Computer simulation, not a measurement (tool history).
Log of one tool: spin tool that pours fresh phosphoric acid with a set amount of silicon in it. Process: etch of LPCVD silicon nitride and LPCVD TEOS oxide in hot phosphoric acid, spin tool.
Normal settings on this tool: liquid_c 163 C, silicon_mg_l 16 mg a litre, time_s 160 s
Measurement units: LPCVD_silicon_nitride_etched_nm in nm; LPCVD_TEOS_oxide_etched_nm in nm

run,hour,liquid_c,silicon_mg_l,time_s,wafers since the last listed run,hours since the thermometer was replaced,hours since the dissolved silicon flow meter was replaced,hours since the heated supply line was repaired,hours since the gauge calibration,"read-back film thickness of the LPCVD silicon nitride reference wafer, read on the same gauge (nm)","read-back film thickness of the LPCVD TEOS oxide reference wafer, read on the same gauge (nm)",LPCVD_silicon_nitride_etched_nm,LPCVD_TEOS_oxide_etched_nm
1,0,163,23,160,0,638.1,242.7,2556.6,386,29.97,139.992,14.82,0.559
2,76.6,163,23,160,477,714.7,319.3,2633.2,462.6,29.99,140.001,15.04,0.585
3,109.6,163,16,160,205,747.7,352.3,2666.2,495.6,30,140.021,14.59,0.63
4,142.8,163,16,160,207,780.9,385.5,2699.4,528.8,30.04,140.004,14.76,0.689
5,159.2,163,16,160,102,797.3,401.9,2715.8,545.2,30.02,139.973,14.76,0.698
6,177.9,163,19,160,116,816,420.6,2734.5,563.9,30.01,140.042,14.57,0.598
7,199,163,19,160,131,837.1,441.7,2755.6,585,29.98,139.966,14.98,0.664
8,222.4,163,19,160,145,860.5,465.1,2779,608.4,30.03,140.008,14.74,0.657
9,255.3,165,16,160,205,893.4,498,2811.9,641.3,29.99,140.02,15.84,0.821
10,273.9,163,5,160,115,912,516.6,2830.5,659.9,29.95,140.012,14.97,0.858
# hour 277.7: heated supply line repaired
11,300.2,164.5,20,160,157,938.3,542.9,22.5,686.2,29.97,139.984,14.38,0.561
12,329.4,163,16,95,182,967.5,572.1,51.7,715.4,30.01,139.957,8.21,0.326
# hour 360.5: dissolved silicon flow meter replaced
# hour 362: heated supply line repaired, repeated, since the last time left the tool worse
# hour 375.4: gauge calibrated
# hour 406.8: thermometer replaced
13,430.7,160,16,160,612,23.9,70.2,68.7,55.3,29.96,139.998,14.53,0.617
14,452.8,161.5,25.5,160,137,46,92.3,90.8,77.4,29.99,139.99,15.21,0.558

Predict the results of run 15:
15,468.8,163,23,160,99,62,108.3,106.8,93.4,?,?,?,?

{"run 15": {"read-back film thickness of the LPCVD silicon nitride reference wafer, read on the same gauge (nm)": 29.99, "read-back film thickness of the LPCVD TEOS oxide reference wafer, read on the same gauge (nm)": 140.057, "LPCVD_silicon_nitride_etched_nm": 16.05, "LPCVD_TEOS_oxide_etched_nm": 0.683}}
On a tool with no hidden condition, and with the same random variation, this run would have come out at LPCVD_silicon_nitride_etched_nm 16.23 nm, LPCVD_TEOS_oxide_etched_nm 0.7 nm.
